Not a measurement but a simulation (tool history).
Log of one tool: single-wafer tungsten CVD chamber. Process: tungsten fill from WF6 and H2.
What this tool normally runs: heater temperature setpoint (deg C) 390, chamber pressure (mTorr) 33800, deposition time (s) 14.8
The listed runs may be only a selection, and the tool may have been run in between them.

run	hour	heater temperature setpoint (deg C)	chamber pressure (mTorr)	deposition time (s)	wafers since the last listed run	hours since the last thermocouple change	hours since the last manometer calibration	hours since the showerhead was replaced	hours since the gauge calibration	read-back reference wafer on the same gauge, thickness_nm	mean film thickness on the monitor wafer (Å)
1	0.0	390	33800	14.8	0	760.1	1760.7	2530.2	144.1	33.811	348.75
2	31.0	390	33800	14.8	547	791.1	1791.7	2561.2	175.1	33.833	350.78
3	56.7	390	33800	14.8	453	816.8	1817.4	2586.9	200.8	33.783	350.28
4	86.3	390	33800	14.8	522	846.4	1847.0	2616.5	230.4	33.782	349.94
# hour 164.8: showerhead replaced
5	165.3	390	33800	14.8	1252	925.4	1926.0	0.5	309.4	33.803	354.51
6	184.6	390	39900	14.8	340	944.7	1945.3	19.8	328.7	33.798	386.14
# hour 201.1: capacitance manometer re-zeroed and calibrated
7	209.1	390	39900	14.8	291	969.2	8.0	44.3	353.2	33.816	388.29
# hour 217.4: gauge calibrated
# hour 226.7: thermocouple changed; heater temperature recalibrated
8	227.1	390	36200	14.8	176	0.4	26.0	62.3	9.7	33.800	352.92
9	259.2	385	33800	13.4	566	32.5	58.1	94.4	41.8	33.773	273.18

Run 10 is up next; what results do you expect?
10	307.1	390	37200	14.8	845	80.4	106.0	142.3	89.7	?	?

Run 10 came out at read-back reference wafer on the same gauge, thickness_nm 33.773, mean film thickness on the monitor wafer (Å) 356.58.
If the tool had no hidden condition, the same run with the same run-to-run variation would have returned mean film thickness on the monitor wafer (Å) 357.53.

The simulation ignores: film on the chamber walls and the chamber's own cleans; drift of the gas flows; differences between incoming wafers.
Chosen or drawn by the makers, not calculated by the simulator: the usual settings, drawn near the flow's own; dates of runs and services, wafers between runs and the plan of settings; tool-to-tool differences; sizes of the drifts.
